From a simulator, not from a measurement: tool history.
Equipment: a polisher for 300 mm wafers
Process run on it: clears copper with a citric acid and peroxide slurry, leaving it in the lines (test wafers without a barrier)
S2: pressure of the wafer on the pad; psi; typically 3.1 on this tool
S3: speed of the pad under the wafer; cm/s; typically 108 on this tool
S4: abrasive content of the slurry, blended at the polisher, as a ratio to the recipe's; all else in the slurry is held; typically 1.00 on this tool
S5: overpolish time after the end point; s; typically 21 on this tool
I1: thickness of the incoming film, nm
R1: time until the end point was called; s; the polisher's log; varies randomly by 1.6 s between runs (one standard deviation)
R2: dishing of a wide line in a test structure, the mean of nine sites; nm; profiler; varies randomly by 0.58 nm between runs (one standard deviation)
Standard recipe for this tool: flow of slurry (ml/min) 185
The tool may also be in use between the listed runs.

{"run": 1, "hour": 0.0, "flow of slurry (ml/min)": 185, "S2": 3.1, "S3": 108, "S4": 1.0, "S5": 26, "I1": 257.7, "R1": 96.6, "R2": 43.5}
{"hour": 4.9, "done": "worn pad replaced by a new one"}
{"hour": 48.8, "done": "slurry nozzle cleaned"}
{"run": 2, "hour": 57.2, "flow of slurry (ml/min)": 185, "S2": 3.1, "S3": 108, "S4": 1.0, "S5": 21, "I1": 259.2, "R1": 102.0, "R2": 34.8}
{"hour": 96.4, "done": "slurry blender recalibrated"}
{"run": 3, "hour": 179.4, "flow of slurry (ml/min)": 210, "S2": 3.1, "S3": 108, "S4": 1.0, "S5": 21, "I1": 258.0, "R1": 96.9, "R2": 34.4}
{"hour": 213.2, "done": "head pressure recalibrated"}
{"run": 4, "hour": 251.5, "flow of slurry (ml/min)": 210, "S2": 3.1, "S3": 108, "S4": 1.0, "S5": 21, "I1": 255.2, "R1": 100.5, "R2": 34.9}
{"run": 5, "hour": 330.3, "flow of slurry (ml/min)": 210, "S2": 3.1, "S3": 108, "S4": 1.0, "S5": 21, "I1": 256.1, "R1": 104.5, "R2": 34.7}
{"run": 6, "hour": 399.1, "flow of slurry (ml/min)": 185, "S2": 3.1, "S3": 108, "S4": 1.0, "S5": 21, "I1": 252.9, "R1": 100.6, "R2": 34.0}
{"run": 7, "hour": 435.3, "flow of slurry (ml/min)": 185, "S2": 3.1, "S3": 108, "S4": 1.0, "S5": 21, "I1": 252.2, "R1": 102.4, "R2": 33.7}
{"hour": 452.9, "done": "worn pad replaced by a new one, repeated, since the last time left the tool worse"}
{"run": 8, "hour": 535.5, "flow of slurry (ml/min)": 185, "S2": 3.9, "S3": 108, "S4": 1.0, "S5": 21, "I1": 258.5, "R1": 80.1, "R2": 42.9}
{"hour": 580.8, "done": "slurry blender recalibrated"}
{"run": 9, "hour": 581.3, "flow of slurry (ml/min)": 185, "S2": 3.9, "S3": 108, "S4": 1.0, "S5": 21, "I1": 255.5, "R1": 79.6, "R2": 44.2}
{"hour": 599.1, "done": "slurry nozzle cleaned"}
{"run": 10, "hour": 683.7, "flow of slurry (ml/min)": 185, "S2": 3.9, "S3": 108, "S4": 1.0, "S5": 21, "I1": 256.1, "R1": 82.1, "R2": 43.0}
{"hour": 704.0, "done": "head pressure recalibrated"}
{"run": 11, "hour": 737.1, "flow of slurry (ml/min)": 185, "S2": 3.1, "S3": 108, "S4": 1.0, "S5": 21, "I1": 251.4, "R1": 93.9, "R2": 36.5}
{"run": 12, "hour": 833.6, "flow of slurry (ml/min)": 165, "S2": 3.1, "S3": 108, "S4": 0.8, "S5": 21, "I1": 250.3, "R1": 95.9, "R2": 36.3}
{"hour": 944.7, "done": "worn pad replaced by a new one"}
{"run": 13, "hour": 993.2, "flow of slurry (ml/min)": 185, "S2": 3.1, "S3": 108, "S4": 1.0, "S5": 34, "I1": 251.5, "R1": 85.1, "R2": 56.6}
{"run": 14, "hour": 1088.8, "flow of slurry (ml/min)": 185, "S2": 4.0, "S3": 108, "S4": 1.1, "S5": 26, "I1": 256.1, "R1": 76.2, "R2": 53.1}
{"hour": 1092.7, "done": "slurry blender recalibrated"}
{"run": 15, "hour": 1175.0, "flow of slurry (ml/min)": 245, "S2": 3.1, "S3": 128, "S4": 1.0, "S5": 18, "I1": 257.0, "R1": 73.3, "R2": 39.5}
{"hour": 1190.8, "done": "slurry nozzle cleaned"}
{"hour": 1241.7, "done": "head pressure recalibrated"}
{"run": 16, "hour": 1279.4, "flow of slurry (ml/min)": 185, "S2": 4.1, "S3": 108, "S4": 0.75, "S5": 21, "I1": 254.7, "R1": 78.8, "R2": 41.8}
{"run": 17, "hour": 1341.5, "flow of slurry (ml/min)": 185, "S2": 3.1, "S3": 108, "S4": 1.0, "S5": 15, "I1": 254.8, "R1": 93.0, "R2": 28.3}
{"run": 18, "hour": 1430.7, "flow of slurry (ml/min)": 185, "S2": 3.1, "S3": 138, "S4": 0.75, "S5": 21, "I1": 254.0, "R1": 75.9, "R2": 43.5}
{"run": 19, "hour": 1492.8, "flow of slurry (ml/min)": 140, "S2": 3.1, "S3": 108, "S4": 1.0, "S5": 28, "I1": 254.6, "R1": 98.5, "R2": 46.8}
{"hour": 1502.4, "done": "worn pad replaced by a new one"}
{"run": 20, "hour": 1536.3, "flow of slurry (ml/min)": 210, "S2": 3.1, "S3": 108, "S4": 1.0, "S5": 21, "I1": 257.3, "R1": 88.5, "R2": 39.3}
{"run": 21, "hour": 1574.3, "flow of slurry (ml/min)": 120, "S2": 4.0, "S3": 90, "S4": 0.85, "S5": 21, "I1": 253.6, "R1": 96.1, "R2": 36.9}
{"run": 22, "hour": 1622.7, "flow of slurry (ml/min)": 185, "S2": 3.1, "S3": 108, "S4": 1.0, "S5": 21, "I1": 251.9, "R1": 87.5, "R2": 38.3}
{"hour": 1644.9, "done": "slurry blender recalibrated"}
{"hour": 1670.7, "done": "slurry nozzle cleaned"}
{"run": 23, "hour": 1678.5, "flow of slurry (ml/min)": 250, "S2": 3.1, "S3": 108, "S4": 1.0, "S5": 21, "I1": 251.1, "R1": 88.4, "R2": 38.7}
{"run": 24, "hour": 1751.2, "flow of slurry (ml/min)": 210, "S2": 3.1, "S3": 108, "S4": 1.0, "S5": 21, "I1": 253.9, "R1": 87.3, "R2": 37.8}
{"hour": 1759.4, "done": "head pressure recalibrated"}
{"run": 25, "hour": 1823.5, "flow of slurry (ml/min)": 185, "S2": 3.1, "S3": 120, "S4": 1.15, "S5": 21, "I1": 258.9, "R1": 83.1, "R2": 40.8}
{"run": 26, "hour": 1904.1, "flow of slurry (ml/min)": 185, "S2": 3.1, "S3": 144, "S4": 0.85, "S5": 21, "I1": 257.7, "R1": 71.6, "R2": 45.4}
{"run": 27, "hour": 1998.1, "flow of slurry (ml/min)": 185, "S2": 3.1, "S3": 108, "S4": 1.0, "S5": 21, "I1": 254.2, "R1": 95.5, "R2": 36.7}
{"hour": 2017.0, "done": "worn pad replaced by a new one"}
{"run": 28, "hour": 2054.4, "flow of slurry (ml/min)": 185, "S2": 3.1, "S3": 108, "S4": 1.0, "S5": 13, "I1": 257.3, "R1": 89.8, "R2": 25.5}
{"run": 29, "hour": 2141.6, "flow of slurry (ml/min)": 185, "S2": 3.9, "S3": 132, "S4": 1.15, "S5": 21, "I1": 255.3, "R1": 63.7, "R2": 52.1}

Hidden state, per run?
slurry flow missing at the pad, %: 0 across all the runs
deviation of the head's pressure from its setpoint, %: 0 across all the runs
abrasive missing from the slurry, %: 0 across all the runs
H1: removal rate lost through wear of the pad, %
run=1 H1=7.17
run=2 H1=11.1
run=3 H1=12.5
run=4 H1=13.3
run=5 H1=14.3
run=6 H1=15.1
run=7 H1=15.5
run=8 H1=1.74
run=9 H1=2.27
run=10 H1=3.47
run=11 H1=4.09
run=12 H1=5.22
run=13 H1=0.582
run=14 H1=1.7
run=15 H1=2.7
run=16 H1=3.92
run=17 H1=4.65
run=18 H1=5.69
run=19 H1=6.41
run=20 H1=0.943
run=21 H1=1.39
run=22 H1=1.95
run=23 H1=2.6
run=24 H1=3.45
run=25 H1=4.29
run=26 H1=5.23
run=27 H1=6.33
run=28 H1=1.3
run=29 H1=2.32

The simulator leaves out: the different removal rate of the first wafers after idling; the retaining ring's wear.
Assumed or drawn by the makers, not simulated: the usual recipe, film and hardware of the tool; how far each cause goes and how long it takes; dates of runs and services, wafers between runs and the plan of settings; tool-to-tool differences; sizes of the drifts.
